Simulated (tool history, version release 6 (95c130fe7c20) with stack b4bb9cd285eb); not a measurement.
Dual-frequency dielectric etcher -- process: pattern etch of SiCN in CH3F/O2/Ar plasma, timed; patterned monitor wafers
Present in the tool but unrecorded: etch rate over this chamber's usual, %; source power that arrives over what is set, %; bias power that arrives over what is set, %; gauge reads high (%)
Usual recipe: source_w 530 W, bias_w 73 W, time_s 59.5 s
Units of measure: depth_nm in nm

| run | hour | source_w | bias_w | time_s | wafers since the last listed run | hours since the last wet clean | hours since the last source power generator calibration | hours since the last bias power generator calibration | hours since the last upper electrode change | hours since the gauge calibration | read-back reference wafer on the same gauge, depth_nm | depth_nm |
|---|---|---|---|---|---|---|---|---|---|---|---|---|
| 1 | 0.0 | 610 | 73 | 59.5 | 0 | 90.4 | 3451.0 | 1262.7 | 2620.7 | 195.5 | 22.60 | 27.73 |
| 2 | 84.7 | 610 | 73 | 59.5 | 1082 | 175.1 | 3535.7 | 1347.4 | 2705.4 | 280.2 | 22.60 | 27.78 |
| 3 | 207.3 | 500 | 73 | 59.5 | 1566 | 297.7 | 3658.3 | 1470.0 | 2828.0 | 402.8 | 22.60 | 26.60 |
| 4 | 263.6 | 530 | 73 | 64.5 | 719 | 354.0 | 3714.6 | 1526.3 | 2884.3 | 459.1 | 22.61 | 29.34 |
|  | 304.0 | wet clean of the chamber |
| 5 | 339.2 | 530 | 73 | 64.5 | 659 | 35.2 | 3790.2 | 1601.9 | 2959.9 | 534.7 | 22.60 | 29.06 |
| 6 | 394.1 | 530 | 73 | 59.5 | 701 | 90.1 | 3845.1 | 1656.8 | 3014.8 | 589.6 | 22.59 | 26.90 |
| 7 | 438.6 | 530 | 73 | 59.5 | 568 | 134.6 | 3889.6 | 1701.3 | 3059.3 | 634.1 | 22.60 | 26.94 |
|  | 467.6 | source power generator calibrated |
|  | 481.7 | gauge calibrated |
| 8 | 510.1 | 490 | 73 | 54.5 | 862 | 206.1 | 42.5 | 1772.8 | 3130.8 | 28.4 | 22.61 | 24.29 |
| 9 | 597.3 | 450 | 64 | 76.0 | 1114 | 293.3 | 129.7 | 1860.0 | 3218.0 | 115.6 | 22.60 | 32.27 |
|  | 634.2 | upper electrode replaced |
| 10 | 669.2 | 450 | 73 | 59.5 | 612 | 365.2 | 201.6 | 1931.9 | 35.0 | 187.5 | 22.61 | 26.10 |
|  | 744.9 | wet clean of the chamber |
| 11 | 751.1 | 530 | 73 | 59.5 | 739 | 6.2 | 283.5 | 2013.8 | 116.9 | 269.4 | 22.60 | 26.74 |

What will run 12 give?
|  | 780.3 | bias power generator calibrated |
| 12 | 846.2 | 530 | 73 | 59.5 | 1164 | 101.3 | 378.6 | 65.9 | 212.0 | 364.5 | ? | ? |

Run 12 measured read-back reference wafer on the same gauge, depth_nm 22.60, depth_nm 26.59 nm.
On a tool with no hidden condition, and with the same random variation, this run would have come out at depth_nm 26.54 nm.
